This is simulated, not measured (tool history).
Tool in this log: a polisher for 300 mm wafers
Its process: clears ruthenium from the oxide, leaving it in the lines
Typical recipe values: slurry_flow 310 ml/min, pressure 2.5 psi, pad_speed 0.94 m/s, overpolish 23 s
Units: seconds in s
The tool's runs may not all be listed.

| run | day | slurry_flow | pressure | pad_speed | overpolish | wafers since the last listed run | wafers polished on this pad | hours since the slurry nozzle was cleaned | hours since the head pressure was calibrated | incoming thickness of the incoming film, nm | seconds |
|---|---|---|---|---|---|---|---|---|---|---|---|
| 1 | 0 | 345 | 2.5 | 0.94 | 23 | 0 | 791 | 290 | 1137.9 | 154.3 | 125.1 |
| 2 | 0.621 | 345 | 2.5 | 0.94 | 23 | 76 | 868 | 304.9 | 1152.8 | 157.5 | 131.2 |
| 3 | 1.046 | 345 | 2.5 | 0.94 | 23 | 52 | 920 | 315.1 | 1163 | 153.1 | 123.9 |
| 4 | 1.542 | 310 | 2.5 | 0.94 | 23 | 61 | 982 | 327 | 1174.9 | 154.1 | 130.7 |
| 5 | 2.029 | 310 | 2.5 | 0.94 | 23 | 60 | 1042 | 338.7 | 1186.6 | 155.4 | 133.1 |
|  | 2.446 | head pressure recalibrated |
| 6 | 2.679 | 310 | 2.5 | 0.94 | 23 | 70 | 1113 | 354.3 | 5.6 | 155.9 | 129.7 |
|  | 2.767 | slurry nozzle cleaned |
| 7 | 3.162 | 310 | 2.5 | 0.94 | 17 | 54 | 1167 | 9.5 | 17.2 | 155 | 131.1 |
|  | 4.017 | worn pad replaced by a new one |
| 8 | 4.038 | 310 | 2.5 | 0.76 | 10 | 87 | 2 | 30.5 | 38.2 | 157.5 | 144.7 |
| 9 | 4.579 | 310 | 2.5 | 0.94 | 23 | 67 | 69 | 43.5 | 51.2 | 155.6 | 118.6 |
| 10 | 5.104 | 310 | 2.5 | 0.94 | 17 | 65 | 134 | 56.1 | 63.8 | 155.6 | 115.1 |
| 11 | 5.504 | 310 | 2.5 | 0.68 | 23 | 49 | 184 | 65.7 | 73.4 | 154.8 | 164.4 |
| 12 | 5.825 | 310 | 1.8 | 0.94 | 19 | 39 | 224 | 73.4 | 81.1 | 151.6 | 142.7 |
| 13 | 6.504 | 310 | 2.5 | 0.94 | 23 | 84 | 308 | 89.7 | 97.4 | 155 | 120.8 |
| 14 | 6.875 | 280 | 3 | 1.06 | 15 | 45 | 354 | 98.6 | 106.3 | 155.8 | 101.6 |

A few steps of seconds between consecutive runs. Split each: what settings, incoming material and random variation would produce without the hidden state, and what is left over for the hidden state, along with gauge scatter present in only one of the two compared results (measured, and without hidden state):
Unlogged tool condition in this case: removal rate lost through wear of the pad, %; slurry flow missing at the pad, %; deviation of the head's pressure from its setpoint, %.
Run 7 -> 8: pad_speed 0.94 -> 0.76, overpolish 17 -> 10, worn pad replaced by a new one. seconds +13.6 s: hidden state -15.6, all else +29.2.
Run 10 -> 11: pad_speed 0.94 -> 0.68, overpolish 17 -> 23. seconds +49.3 s: hidden state +3.6, all else +45.7.

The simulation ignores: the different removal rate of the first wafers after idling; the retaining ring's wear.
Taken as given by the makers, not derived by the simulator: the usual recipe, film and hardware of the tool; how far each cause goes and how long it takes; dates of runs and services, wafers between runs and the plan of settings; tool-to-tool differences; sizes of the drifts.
